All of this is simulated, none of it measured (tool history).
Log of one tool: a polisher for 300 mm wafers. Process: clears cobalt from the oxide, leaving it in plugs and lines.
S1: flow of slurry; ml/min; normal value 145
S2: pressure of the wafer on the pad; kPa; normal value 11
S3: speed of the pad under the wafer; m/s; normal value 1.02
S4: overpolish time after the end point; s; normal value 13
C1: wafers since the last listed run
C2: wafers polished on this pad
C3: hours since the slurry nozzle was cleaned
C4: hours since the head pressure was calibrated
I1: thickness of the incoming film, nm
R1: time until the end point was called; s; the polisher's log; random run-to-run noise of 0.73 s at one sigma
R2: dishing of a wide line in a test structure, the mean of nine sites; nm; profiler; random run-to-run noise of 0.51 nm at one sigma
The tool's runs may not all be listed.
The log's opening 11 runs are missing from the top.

run,hour,S1,S2,S3,S4,C1,C2,C3,C4,I1,R1,R2
12,142.8,145,11,1.02,13,210,691,56.1,624.6,162.5,49.3,27.1
13,155.6,145,11,1.02,13,94,786,68.9,637.4,160.4,48.8,26.7
14,190.1,130,8.3,1.3,17,254,1041,103.4,671.9,160.1,56.6,29.3
# hour 201.5: worn pad replaced by a new one
15,220,105,11,1.2,13,191,136,133.3,701.8,159.9,43.9,28.3
16,233.8,185,13.8,0.74,13,101,238,147.1,715.6,157.4,43.1,29.1
17,243.8,145,11,1.02,13,73,312,157.1,725.6,159.9,45.5,28.3
18,252.8,160,6.9,0.88,13,66,378,166.1,734.6,160.2,77.4,20.4
19,277.9,120,11,1.02,18,185,564,191.2,759.7,161.4,49.9,31.3
20,288.8,145,11,1.02,13,80,644,202.1,770.6,159.6,46.3,28.7
21,302.2,125,8.3,1.3,5,98,743,215.5,784,159.4,54.3,13.8
22,310.3,145,13.1,1.14,13,59,803,223.6,792.1,159.9,37.5,29.6
23,320.2,125,11,1.02,20,73,876,233.5,802,161.1,48.5,32.2
24,326.9,145,11,1.02,9,49,926,240.2,808.7,160.2,48.4,23
25,340,145,9,0.76,13,96,1022,253.3,821.8,158.1,68.3,22.8
26,355,125,12.4,1.34,21,110,1133,268.3,836.8,160.5,36.7,32.5
# hour 365.6: worn pad replaced by a new one
# hour 369.6: head pressure recalibrated
27,371.1,145,13.8,1.36,13,74,26,284.4,1.5,159.6,33.5,31.2
28,400.5,115,11,0.72,13,217,243,313.8,30.9,161,64.9,24.2
29,416.8,180,11,1.02,7,120,363,330.1,47.2,157.9,47.3,19
30,423.6,145,11,1.02,13,50,414,336.9,54,159.3,48.1,26.7
31,438.5,145,13.8,1.28,13,110,524,351.8,68.9,157.6,34.2,31.2

Run 32 has not been measured yet. What should we expect?
32,452.4,145,11,1.02,13,102,626,365.7,82.8,159.9,?,?

{"run 32": {"R1": 51.5, "R2": 27.5}}
Were there no unlogged condition in the tool, this run, its random variation unchanged, would have produced R1 49.7 s, R2 28 nm.

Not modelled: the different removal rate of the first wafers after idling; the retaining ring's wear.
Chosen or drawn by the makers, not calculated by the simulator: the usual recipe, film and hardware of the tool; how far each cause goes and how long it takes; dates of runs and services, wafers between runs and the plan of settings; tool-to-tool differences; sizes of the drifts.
